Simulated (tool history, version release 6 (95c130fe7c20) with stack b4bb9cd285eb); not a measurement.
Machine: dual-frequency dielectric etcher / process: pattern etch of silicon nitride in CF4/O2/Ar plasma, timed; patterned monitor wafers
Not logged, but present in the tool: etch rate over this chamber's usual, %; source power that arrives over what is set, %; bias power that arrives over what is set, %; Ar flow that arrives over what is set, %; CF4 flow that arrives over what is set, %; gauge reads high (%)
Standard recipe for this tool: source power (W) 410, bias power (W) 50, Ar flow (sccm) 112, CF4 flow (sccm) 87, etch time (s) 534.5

run	hour	source power (W)	bias power (W)	Ar flow (sccm)	CF4 flow (sccm)	etch time (s)	wafers since the last listed run	hours since the last wet clean	hours since the last source power generator calibration	hours since the last bias power generator calibration	hours since the last Ar flow controller change	hours since the last CF4 flow controller change	hours since the last upper electrode change	hours since the gauge calibration	read-back reference wafer on the same gauge, depth_nm	mean etch depth across the wafer (nm)
1	0.0	470	50	112	87	636.0	0	1.0	3947.5	3763.3	4231.1	3191.7	34.8	315.4	959.8	1135.7
2	19.8	470	50	112	87	636.0	79	20.8	3967.3	3783.1	4250.9	3211.5	54.6	335.2	960.7	1133.9
3	47.2	410	59	112	87	534.5	110	48.2	3994.7	3810.5	4278.3	3238.9	82.0	362.6	960.7	879.9
# hour 80.0: Ar flow controller replaced
4	80.5	410	59	112	87	534.5	109	81.5	4028.0	3843.8	0.5	3272.2	115.3	395.9	960.8	881.9
5	93.5	410	59	112	87	534.5	52	94.5	4041.0	3856.8	13.5	3285.2	128.3	408.9	960.3	886.4
6	107.4	440	50	112	87	534.5	55	108.4	4054.9	3870.7	27.4	3299.1	142.2	422.8	958.9	902.7
# hour 153.4: source power generator calibrated
# hour 187.1: CF4 flow controller replaced
7	196.9	410	50	112	87	534.5	319	197.9	43.5	3960.2	116.9	9.8	231.7	512.3	959.6	840.7
8	216.0	410	62	112	87	534.5	76	217.0	62.6	3979.3	136.0	28.9	250.8	531.4	959.0	896.5
9	250.7	410	50	112	87	534.5	139	251.7	97.3	4014.0	170.7	63.6	285.5	566.1	960.3	839.8
# hour 262.1: bias power generator calibrated
10	286.0	410	50	112	87	534.5	125	287.0	132.6	23.9	206.0	98.9	320.8	601.4	960.1	837.9
# hour 288.8: gauge calibrated
11	301.2	500	55	112	80	534.5	61	302.2	147.8	39.1	221.2	114.1	336.0	12.4	959.1	1027.0
12	316.6	410	61	105	87	534.5	61	317.6	163.2	54.5	236.6	129.5	351.4	27.8	959.6	896.9
13	347.0	410	50	112	87	534.5	122	348.0	193.6	84.9	267.0	159.9	381.8	58.2	960.0	839.0
14	379.4	410	50	112	87	534.5	130	380.4	226.0	117.3	299.4	192.3	414.2	90.6	959.9	842.7
15	399.8	470	44	112	87	534.5	82	400.8	246.4	137.7	319.8	212.7	434.6	111.0	959.1	922.3
16	419.0	410	50	112	105	534.5	77	420.0	265.6	156.9	339.0	231.9	453.8	130.2	960.0	857.3
17	443.5	410	50	112	87	534.5	98	444.5	290.1	181.4	363.5	256.4	478.3	154.7	960.0	837.3
18	457.4	410	39	127	72	534.5	55	458.4	304.0	195.3	377.4	270.3	492.2	168.6	958.8	753.6
19	493.0	410	45	112	87	534.5	143	494.0	339.6	230.9	413.0	305.9	527.8	204.2	961.7	817.2
# hour 520.5: wet clean of the chamber
20	521.0	460	50	112	87	489.0	16	0.5	367.6	258.9	441.0	333.9	555.8	232.2	960.8	859.1
21	527.6	410	50	112	101	436.5	26	7.1	374.2	265.5	447.6	340.5	562.4	238.8	960.3	702.0
22	549.0	410	44	101	69	645.5	86	28.5	395.6	286.9	469.0	361.9	583.8	260.2	959.7	961.8

Consider 3 possible next runs. They are alternatives, not a sequence: every one starts from the tool as it was left by run 22. What does each give?
A	549.6	410	50	112	87	534.5	2	29.1	396.2	287.5	469.6	362.5	584.4	260.8	?	?
B	549.6	410	50	112	87	630.0	2	29.1	396.2	287.5	469.6	362.5	584.4	260.8	?	?
C	549.6	410	50	134	87	534.5	2	29.1	396.2	287.5	469.6	362.5	584.4	260.8	?	?

run	read-back reference wafer on the same gauge, depth_nm	mean etch depth across the wafer (nm)
A	959.3	840.8
B	959.3	991.0
C	959.3	819.4
The same runs, with their run-to-run variation unchanged, on a tool lacking any hidden condition would have given:
run	mean etch depth across the wafer (nm)
A	840.8
B	991.0
C	819.4
